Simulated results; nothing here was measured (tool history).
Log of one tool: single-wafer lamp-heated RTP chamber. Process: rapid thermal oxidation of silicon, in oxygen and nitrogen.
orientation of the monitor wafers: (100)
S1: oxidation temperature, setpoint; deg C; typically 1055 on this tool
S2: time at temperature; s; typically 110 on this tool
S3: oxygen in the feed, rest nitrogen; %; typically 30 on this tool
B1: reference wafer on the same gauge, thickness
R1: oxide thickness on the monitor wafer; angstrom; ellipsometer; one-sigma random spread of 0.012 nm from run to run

| run | hour | S1 | S2 | S3 | B1 | R1 |
|---|---|---|---|---|---|---|
| 1 | 0 | 1055 | 110 | 30 | 8.491 | 79.15 |
| 2 | 166.5 | 1034 | 110 | 30 | 8.494 | 69.42 |
| 3 | 224.9 | 1078 | 110 | 41 | 8.489 | 104.29 |
| 4 | 287.4 | 1078 | 110 | 41 | 8.493 | 104.12 |
| 5 | 348.2 | 1055 | 110 | 30 | 8.495 | 80.46 |
| 6 | 395.3 | 1055 | 128 | 50 | 8.486 | 103.11 |
| 7 | 424.6 | 1055 | 128 | 50 | 8.492 | 103.14 |
|  | 466.2 | pyrometer window cleaned and pyrometer calibrated |
| 8 | 467.1 | 1055 | 110 | 30 | 8.489 | 78.86 |
| 9 | 510.8 | 1055 | 110 | 30 | 8.492 | 79.05 |
| 10 | 661.4 | 1055 | 80 | 30 | 8.484 | 69.39 |
| 11 | 773.3 | 1055 | 80 | 30 | 8.491 | 69.96 |
| 12 | 804.9 | 1055 | 110 | 30 | 8.491 | 80.22 |
| 13 | 860.4 | 1055 | 110 | 30 | 8.481 | 80.44 |
| 14 | 886 | 1055 | 110 | 30 | 8.487 | 80.49 |
|  | 916.7 | gauge calibrated |
| 15 | 931.8 | 1055 | 110 | 30 | 8.485 | 80.73 |
| 16 | 969.2 | 1055 | 147 | 30 | 8.487 | 92.31 |
|  | 990.2 | oxygen flow controller replaced |
|  | 1006.1 | pyrometer window cleaned and pyrometer calibrated |
| 17 | 1034.7 | 1055 | 110 | 30 | 8.49 | 77.85 |
| 18 | 1082.1 | 1055 | 110 | 30 | 8.486 | 78.2 |
| 19 | 1152.2 | 1055 | 110 | 30 | 8.488 | 78.49 |
| 20 | 1222.9 | 1078 | 110 | 41 | 8.487 | 102.93 |
| 21 | 1277 | 1055 | 139 | 30 | 8.497 | 88.03 |
| 22 | 1309.5 | 1040 | 137 | 17 | 8.493 | 64.67 |
| 23 | 1348.8 | 1055 | 80 | 30 | 8.489 | 68.51 |
| 24 | 1377 | 1055 | 68 | 30 | 8.491 | 63.8 |
| 25 | 1405.6 | 1055 | 110 | 30 | 8.485 | 79.08 |
|  | 1426.6 | pyrometer window cleaned and pyrometer calibrated |
| 26 | 1455.4 | 1075 | 65 | 30 | 8.493 | 70.25 |
| 27 | 1515.1 | 1071 | 66 | 55 | 8.494 | 85.87 |
| 28 | 1587 | 1055 | 110 | 30 | 8.491 | 78.47 |
| 29 | 1652 | 1055 | 94 | 41 | 8.493 | 82.15 |
| 30 | 1678.2 | 1055 | 91 | 44 | 8.491 | 83.08 |
| 31 | 1711.3 | 1079 | 110 | 49 | 8.494 | 110.44 |
| 32 | 1766.1 | 1046 | 126 | 22 | 8.485 | 70.84 |
| 33 | 1837.2 | 1036 | 144 | 30 | 8.489 | 78.42 |
|  | 1899.9 | pyrometer window cleaned and pyrometer calibrated |
| 34 | 1909 | 1034 | 86 | 39 | 8.483 | 66.22 |
| 35 | 1979.1 | 1055 | 110 | 30 | 8.491 | 78.37 |
| 36 | 2005.3 | 1055 | 110 | 30 | 8.493 | 78.47 |
| 37 | 2031.8 | 1077 | 155 | 54 | 8.494 | 131.54 |
| 38 | 2096 | 1055 | 150 | 30 | 8.49 | 90.62 |

For some of the steps in R1 from one run to the next: how much would appear even if the tool had no hidden state, given the settings, what came in and random variation, and how much remains for the hidden state plus any gauge scatter that the measured result and the result without hidden state don't share?
Hidden conditions of the tool in this case: true wafer temperature minus pyrometer reading, K; deviation of the oxygen flow from its setpoint, %; gauge reads high (%).
Run 7 -> 8: S2 128 -> 110, S3 50 -> 30, pyrometer window cleaned and pyrometer calibrated. R1 -24.28 angstrom: hidden state -2.16, all else -22.12.
Run 16 -> 17: S2 147 -> 110, oxygen flow controller replaced, pyrometer window cleaned and pyrometer calibrated. R1 -14.46 angstrom: hidden state -3.42, all else -11.04.
Run 31 -> 32: S1 1079 -> 1046, S2 110 -> 126, S3 49 -> 22. R1 -39.6 angstrom: hidden state -0.66, all else -38.94.
Run 33 -> 34: S1 1036 -> 1034, S2 144 -> 86, S3 30 -> 39, pyrometer window cleaned and pyrometer calibrated. R1 -12.2 angstrom: hidden state -1.49, all else -10.71.
Run 36 -> 37: S1 1055 -> 1077, S2 110 -> 155, S3 30 -> 54. R1 +53.07 angstrom: hidden state +0.92, all else +52.15.
Run 37 -> 38: S1 1077 -> 1055, S2 155 -> 150, S3 54 -> 30. R1 -40.92 angstrom: hidden state -0.29, all else -40.63.

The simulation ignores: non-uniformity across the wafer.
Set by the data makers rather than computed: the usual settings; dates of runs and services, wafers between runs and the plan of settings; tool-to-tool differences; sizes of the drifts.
